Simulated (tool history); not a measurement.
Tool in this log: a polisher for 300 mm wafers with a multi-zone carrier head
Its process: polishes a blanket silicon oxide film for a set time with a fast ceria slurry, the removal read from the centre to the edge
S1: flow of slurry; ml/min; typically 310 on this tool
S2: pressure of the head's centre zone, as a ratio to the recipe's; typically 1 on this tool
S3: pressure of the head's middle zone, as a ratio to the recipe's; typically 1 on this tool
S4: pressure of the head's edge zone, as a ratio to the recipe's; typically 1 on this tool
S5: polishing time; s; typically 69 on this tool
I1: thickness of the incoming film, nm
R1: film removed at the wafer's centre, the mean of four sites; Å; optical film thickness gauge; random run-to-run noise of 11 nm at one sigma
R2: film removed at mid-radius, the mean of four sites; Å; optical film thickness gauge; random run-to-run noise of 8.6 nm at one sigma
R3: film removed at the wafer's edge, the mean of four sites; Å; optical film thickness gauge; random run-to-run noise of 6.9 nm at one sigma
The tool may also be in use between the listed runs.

| run | day | S1 | S2 | S3 | S4 | S5 | I1 | R1 | R2 | R3 |
|---|---|---|---|---|---|---|---|---|---|---|
| 1 | 0 | 310 | 1.05 | 1.1 | 1 | 69 | 3857.1 | 8575 | 8896 | 8304 |
| 2 | 2.621 | 280 | 0.94 | 1 | 1 | 54 | 3786 | 5980 | 6492 | 6460 |
| 3 | 4.242 | 310 | 0.89 | 1 | 1 | 69 | 3827.6 | 7338 | 8462 | 8296 |
|  | 5.942 | carrier head's membrane replaced by a new one |
| 4 | 8.496 | 310 | 1 | 1 | 1 | 69 | 3773.3 | 8405 | 8125 | 8319 |
|  | 9.479 | centre zone pressure recalibrated |
| 5 | 9.817 | 355 | 1 | 0.93 | 1 | 69 | 3797.7 | 8277 | 8045 | 8286 |
| 6 | 12.85 | 310 | 1 | 1 | 1 | 81 | 3840.5 | 9581 | 9839 | 9740 |
| 7 | 15.654 | 345 | 1 | 1.06 | 1 | 69 | 3860.9 | 8209 | 8755 | 8282 |
| 8 | 17.742 | 310 | 1 | 1 | 0.89 | 69 | 3799.6 | 8219 | 8333 | 7957 |
|  | 19.004 | edge zone pressure recalibrated |
|  | 20.233 | worn pad replaced by a new one |
| 9 | 20.312 | 310 | 1 | 1 | 1 | 69 | 3879.8 | 8422 | 8122 | 8360 |
|  | 21.883 | slurry nozzle cleaned |
| 10 | 22.471 | 310 | 1 | 1 | 1.07 | 92 | 3758.3 | 10771 | 11076 | 11524 |
| 11 | 24.238 | 310 | 0.97 | 1 | 1 | 69 | 3806.6 | 7844 | 8344 | 8240 |
| 12 | 30.404 | 310 | 1 | 0.89 | 1 | 48 | 3842.7 | 5562 | 5431 | 5845 |
| 13 | 32.883 | 310 | 1 | 1 | 1 | 69 | 3832.6 | 8117 | 8514 | 8495 |
| 14 | 35.246 | 310 | 1 | 1 | 1 | 47 | 3873 | 5689 | 5710 | 5604 |
| 15 | 36.308 | 310 | 1.08 | 0.96 | 1 | 69 | 3845.5 | 9148 | 7964 | 8305 |
|  | 37.75 | carrier head's membrane replaced by a new one |
| 16 | 38.029 | 210 | 0.88 | 1.04 | 1 | 69 | 3814.7 | 6910 | 8518 | 8169 |
| 17 | 39.471 | 370 | 0.89 | 1 | 1 | 75 | 3784.5 | 8072 | 9239 | 9099 |
| 18 | 40.788 | 310 | 1 | 1 | 1 | 69 | 3820.4 | 8353 | 8553 | 8372 |
| 19 | 42.267 | 205 | 1 | 1.1 | 1 | 69 | 3849.6 | 8069 | 8536 | 8190 |
|  | 44.346 | worn pad replaced by a new one |
| 20 | 44.588 | 310 | 1 | 1 | 1 | 69 | 3883.4 | 8297 | 8359 | 8207 |
|  | 49.588 | centre zone pressure recalibrated |
| 21 | 50.646 | 395 | 1 | 1.08 | 1.05 | 88 | 3788.9 | 10886 | 11244 | 11055 |
| 22 | 52.671 | 310 | 1 | 1 | 0.94 | 69 | 3776.5 | 8278 | 8387 | 8111 |

Each row is a separate what-if for the run after 22, all from the same tool condition, not one after another. Results?
| A | 52.688 | 260 | 1 | 1 | 1 | 69 | 3772.3 | ? | ? | ? |
| B | 52.688 | 310 | 1.03 | 1.06 | 1 | 57 | 3772.3 | ? | ? | ? |
| C | 52.688 | 310 | 1 | 1 | 1 | 57 | 3772.3 | ? | ? | ? |
| D | 52.688 | 310 | 1 | 1 | 0.96 | 69 | 3772.3 | ? | ? | ? |

| run | R1 | R2 | R3 |
|---|---|---|---|
| A | 8121 | 8280 | 8149 |
| B | 6991 | 7173 | 6780 |
| C | 6784 | 6909 | 6784 |
| D | 8212 | 8364 | 8053 |
Without the tool's unlogged condition, the same runs would have read:
| run | R1 | R2 | R3 |
|---|---|---|---|
| A | 8121 | 8280 | 8149 |
| B | 6991 | 7173 | 6780 |
| C | 6784 | 6909 | 6784 |
| D | 8212 | 8364 | 8053 |
